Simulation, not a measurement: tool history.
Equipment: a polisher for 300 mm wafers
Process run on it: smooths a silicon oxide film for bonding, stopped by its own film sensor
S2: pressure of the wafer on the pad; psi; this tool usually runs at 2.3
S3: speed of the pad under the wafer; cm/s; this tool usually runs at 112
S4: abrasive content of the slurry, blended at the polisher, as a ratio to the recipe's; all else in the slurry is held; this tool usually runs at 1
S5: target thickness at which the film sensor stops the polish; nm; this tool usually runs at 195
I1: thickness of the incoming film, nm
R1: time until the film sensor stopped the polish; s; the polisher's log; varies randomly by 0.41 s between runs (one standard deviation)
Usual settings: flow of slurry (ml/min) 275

Run 1, hour 0: usual settings; I1 232.1. Result: R1 38.7 s.
Run 2, hour 32.5: usual settings; I1 227.8. Result: R1 34.9 s.
Run 3, hour 56.1: usual settings; I1 233.3. Result: R1 39.7 s.
At hour 66.3: worn pad replaced by a new one.
Run 4, hour 78.7: usual settings; I1 229.1. Result: R1 36.1 s.
Run 5, hour 102.1: usual settings; I1 231.1. Result: R1 37.9 s.
Run 6, hour 126.6: usual settings; I1 233.6. Result: R1 41.1 s.
Run 7, hour 150.9: usual settings but flow of slurry (ml/min) 220; I1 229.9. Result: R1 37.7 s.
At hour 156.6: slurry nozzle cleaned.
Run 8, hour 170.6: usual settings but flow of slurry (ml/min) 220; I1 227.9. Result: R1 35.9 s.
At hour 232: slurry blender recalibrated.
Run 9, hour 232.6: usual settings but flow of slurry (ml/min) 220; I1 228.6. Result: R1 37.7 s.
Run 10, hour 259.4: usual settings but S4 0.8; I1 229.7. Result: R1 39.6 s.
Run 11, hour 284.6: usual settings; I1 228.5. Result: R1 35.3 s.
Run 12, hour 305.1: usual settings but flow of slurry (ml/min) 240; I1 228.1. Result: R1 35.7 s.
At hour 309.6: worn pad replaced by a new one.
Run 13, hour 327.5: usual settings but S2 3 psi, S4 1.2, S5 184 nm; I1 225.4. Result: R1 32 s.
Run 14, hour 354.7: usual settings but flow of slurry (ml/min) 210, S2 2 psi, S3 84 cm/s, S4 1.25; I1 230. Result: R1 52 s.
Run 15, hour 367.2: usual settings but S2 1.7 psi, S4 0.8, S5 185 nm; I1 229.4. Result: R1 68 s.
Run 16, hour 384.5: usual settings but S2 2 psi, S3 80 cm/s, S4 0.7, S5 190 nm; I1 226.3. Result: R1 63.9 s.
Run 17, hour 408.2: usual settings but S3 100 cm/s, S5 188 nm; I1 231.1. Result: R1 49.8 s.
Run 18, hour 431.8: usual settings but S2 1.9 psi, S3 98 cm/s; I1 227.1. Result: R1 45.5 s.
At hour 458.7: head pressure recalibrated.
Run 19, hour 467.8: usual settings; I1 231.4. Result: R1 37.6 s.

Run 20 comes next. What will it give?
Run 20, hour 485.6: usual settings but flow of slurry (ml/min) 305, S2 2.1 psi; I1 226. Result: R1 ?.

R1: 35.9 s
Were there no unlogged condition in the tool, this run, its random variation unchanged, would have produced R1 35.9 s.

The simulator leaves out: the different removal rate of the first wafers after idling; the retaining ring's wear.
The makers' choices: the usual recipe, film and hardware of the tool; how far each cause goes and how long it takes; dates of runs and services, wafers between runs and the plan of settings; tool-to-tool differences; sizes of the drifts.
